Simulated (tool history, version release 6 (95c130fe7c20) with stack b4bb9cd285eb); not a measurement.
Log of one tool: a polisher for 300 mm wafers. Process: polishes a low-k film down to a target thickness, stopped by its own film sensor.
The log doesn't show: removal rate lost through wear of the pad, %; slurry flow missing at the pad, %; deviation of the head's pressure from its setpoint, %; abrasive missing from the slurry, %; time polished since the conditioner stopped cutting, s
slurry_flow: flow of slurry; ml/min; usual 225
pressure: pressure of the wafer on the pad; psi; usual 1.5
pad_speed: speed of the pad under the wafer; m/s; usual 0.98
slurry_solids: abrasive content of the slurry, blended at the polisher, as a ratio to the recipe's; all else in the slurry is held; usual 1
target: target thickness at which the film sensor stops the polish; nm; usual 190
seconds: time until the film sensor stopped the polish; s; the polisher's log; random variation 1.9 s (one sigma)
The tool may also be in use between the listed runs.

run   hour  slurry_flow  pressure  pad_speed  slurry_solids  target  wafers since the last listed run  wafers polished on this pad  hours since the slurry nozzle was cleaned  hours since the head pressure was calibrated  hours since the slurry blender was calibrated  hours since the conditioning disc was replaced  incoming thickness of the incoming film, nm  seconds
  1      0          225       1.5       0.98           1.05     190                                 0                           63                                      523.2                                         580.5                                          257.1                                            81.6                                        233.4    177.6
  2    8.4          225       1.5       0.98           1.05     190                                86                          150                                      531.6                                         588.9                                          265.5                                              90                                        229.9    165.7
  3   15.4          225       1.5       0.88              1     190                                71                          221                                      538.6                                         595.9                                          272.5                                              97                                        229.2    184.3
  4   23.9          225       1.5       0.88              1     190                                87                          309                                      547.1                                         604.4                                            281                                           105.5                                        227.5    183.2
  5   40.2          225       1.5       0.88              1     190                               167                          476                                      563.4                                         620.7                                          297.3                                           121.8                                        227.8    182.8
      46.8  -- worn pad replaced by a new one
  6   56.6          225       1.5       0.98              1     190                               127                          100                                      579.8                                         637.1                                          313.7                                           138.2                                          232    191.1
  7   71.6          225       1.5       0.98              1     190                               153                          254                                      594.8                                         652.1                                          328.7                                           153.2                                        225.3    166.6
      79.4  -- head pressure recalibrated
  8   83.4          225       1.5       0.98              1     190                               100                          354                                      606.6                                             4                                          340.5                                             165                                        229.7    189.5
  9  100.5          225       1.5       0.98              1     190                               175                          530                                      623.7                                          21.1                                          357.6                                           182.1                                        229.4    192.6
     113.2  -- worn pad replaced by a new one
 10  113.7          225       1.5       0.98            0.9     190                                94                            4                                      636.9                                          34.3                                          370.8                                           195.3                                        229.4    209.2
 11  125.5          225       1.5       0.98            1.1     190                               121                          125                                      648.7                                          46.1                                          382.6                                           207.1                                        230.2    193.4
 12  140.7          225       1.9       0.98              1     199                               155                          281                                      663.9                                          61.3                                          397.8                                           222.3                                        232.8    149.9
     149.8  -- slurry nozzle cleaned
 13  158.1          225       1.8       0.98              1     184                               168                          449                                        8.3                                          78.7                                          415.2                                           239.7                                        225.8    198.8
     163.2  -- slurry blender recalibrated
 14  170.4          225       1.5       0.98              1     190                               105                          555                                       20.6                                            91                                            7.2                                             252                                        232.9    192.1
     177.6  -- conditioning disc replaced and pad reconditioned
     178.9  -- worn pad replaced by a new one
 15  181.7          165       1.9       0.68            0.9     190                                81                           28                                       31.9                                         102.3                                           18.5                                             4.1                                          226    170.2
 16  190.7          180       1.5       0.84            0.8     185                                92                          120                                       40.9                                         111.3                                           27.5                                            13.1                                        227.8    222.7
     232.5  -- worn pad replaced by a new one
 17    233          225       1.5        0.7           1.25     190                               392                            5                                       83.2                                         153.6                                           69.8                                            55.4                                        227.9    178.5
 18  239.9          225       1.5       0.98              1     190                                70                           75                                       90.1                                         160.5                                           76.7                                            62.3                                        229.7    161.7

3 ways to go on from here, each from the tool as it stands after run 18. What would each give?
  A  240.4          225       1.6       0.98              1     190                                 5                           80                                       90.6                                           161                                           77.2                                            62.8                                        228.4        ?
  B  240.4          225         2       0.98              1     190                                 5                           80                                       90.6                                           161                                           77.2                                            62.8                                        228.4        ?
  C  240.4          225       1.7        1.3              1     184                                 5                           80                                       90.6                                           161                                           77.2                                            62.8                                        228.4        ?

run  seconds
  A    151.4
  B    127.2
  C    134.9
Without the tool's hidden state the same runs would have given:
run  seconds
  A    134.7
  B    112.3
  C    118.3

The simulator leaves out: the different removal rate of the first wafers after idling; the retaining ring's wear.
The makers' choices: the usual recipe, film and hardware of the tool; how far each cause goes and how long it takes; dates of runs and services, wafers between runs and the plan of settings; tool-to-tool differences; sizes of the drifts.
